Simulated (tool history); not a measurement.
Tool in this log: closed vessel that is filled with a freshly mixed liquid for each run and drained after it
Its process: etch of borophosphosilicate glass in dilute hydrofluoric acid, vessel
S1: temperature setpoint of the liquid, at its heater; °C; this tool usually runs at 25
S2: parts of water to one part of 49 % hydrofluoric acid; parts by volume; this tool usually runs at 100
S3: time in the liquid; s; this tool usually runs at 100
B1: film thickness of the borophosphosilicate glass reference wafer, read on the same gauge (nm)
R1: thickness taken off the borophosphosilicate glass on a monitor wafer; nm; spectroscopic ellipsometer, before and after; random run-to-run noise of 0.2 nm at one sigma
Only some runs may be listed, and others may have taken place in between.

run 1 hour=0 | S1=25 S2=100 S3=110 | B1=149.98 | R1=60.35
-- hour=6.2 gauge calibrated
run 2 hour=21.9 | S1=25 S2=100 S3=110 | B1=150.02 | R1=60.5
run 3 hour=36.1 | S1=25 S2=100 S3=110 | B1=149.99 | R1=60.57
run 4 hour=59 | S1=25 S2=90 S3=100 | B1=150.01 | R1=62.15
run 5 hour=94 | S1=25 S2=100 S3=100 | B1=149.98 | R1=55.47
run 6 hour=128.8 | S1=25 S2=100 S3=100 | B1=150 | R1=55.14
run 7 hour=148.2 | S1=25 S2=100 S3=100 | B1=150.02 | R1=55.28
-- hour=158.7 hydrofluoric acid flow meter replaced
-- hour=170.5 thermometer replaced
run 8 hour=182.8 | S1=25 S2=60 S3=100 | B1=150.02 | R1=88.15
run 9 hour=210 | S1=25 S2=80 S3=55 | B1=149.98 | R1=35.65
run 10 hour=239.6 | S1=25 S2=100 S3=100 | B1=149.98 | R1=50.06
-- hour=267.3 gauge calibrated
run 11 hour=274.8 | S1=30 S2=100 S3=100 | B1=149.98 | R1=61.56
run 12 hour=304.5 | S1=29.5 S2=100 S3=45 | B1=150.02 | R1=27
run 13 hour=336.9 | S1=29 S2=55 S3=130 | B1=149.98 | R1=148.71
run 14 hour=369.8 | S1=25 S2=100 S3=100 | B1=150 | R1=50.23
run 15 hour=383.1 | S1=29.5 S2=130 S3=100 | B1=150.01 | R1=44.39

Results per run with the tool's hidden condition removed, run-to-run variation unchanged:
The hidden state here: liquid hotter than its thermometer reads (K); hydrofluoric acid flow above the setpoint (%); gauge reads high (%).
run=1 R1=54.88
run=2 R1=54.95
run=3 R1=54.97
run=4 R1=56.31
run=5 R1=50.21
run=6 R1=49.83
run=7 R1=49.92
run=8 R1=87.61
run=9 R1=35.4
run=10 R1=49.65
run=11 R1=60.96
run=12 R1=26.71
run=13 R1=146.79
run=14 R1=49.51
run=15 R1=43.77
